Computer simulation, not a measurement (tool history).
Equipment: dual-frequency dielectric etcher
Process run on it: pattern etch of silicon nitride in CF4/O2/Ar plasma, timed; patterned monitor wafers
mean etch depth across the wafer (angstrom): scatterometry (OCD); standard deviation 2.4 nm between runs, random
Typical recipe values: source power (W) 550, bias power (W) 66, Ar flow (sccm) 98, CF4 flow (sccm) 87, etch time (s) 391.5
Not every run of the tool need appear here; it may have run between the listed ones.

run,day,source power (W),bias power (W),Ar flow (sccm),CF4 flow (sccm),etch time (s),"read-back reference wafer on the same gauge, depth_nm",mean etch depth across the wafer (angstrom)
1,0.000,550,66,98,87,391.5,941.2,8655
2,0.479,550,66,98,87,391.5,941.1,8678
3,1.892,550,54,108,87,391.5,941.4,7775
4,2.579,550,54,108,87,391.5,940.9,7756
# day 2.996: Ar flow controller replaced
5,3.183,550,54,108,87,391.5,940.5,7763
# day 3.796: CF4 flow controller replaced
6,3.912,550,66,98,76,391.5,940.7,8437
7,4.475,550,66,98,76,391.5,941.0,8509
# day 4.683: gauge calibrated
# day 5.546: wet clean of the chamber
# day 5.696: bias power generator calibrated
8,5.717,550,66,117,87,391.5,940.7,8495
9,5.733,550,66,98,87,391.5,941.1,8691
# day 6.062: source power generator calibrated
10,6.083,550,70,98,87,462.5,941.2,10566
11,6.329,430,66,112,95,433.0,940.6,7678
12,6.750,550,76,98,87,483.5,940.8,11512
# day 8.117: upper electrode replaced
13,8.138,480,66,98,87,502.0,941.2,9890
14,8.154,550,66,98,87,391.5,941.8,8670
15,8.246,550,66,98,87,391.5,941.2,8674
16,9.958,450,73,98,65,322.0,940.4,5922
17,10.604,550,66,98,87,391.5,941.3,8707

Predict the results of run 18:
18,11.146,550,66,119,106,391.5,?,?

read-back reference wafer on the same gauge, depth_nm: 941.1
mean etch depth across the wafer (angstrom): 8709
Were there no unlogged condition in the tool, this run, its random variation unchanged, would have produced mean etch depth across the wafer (angstrom) 8709.
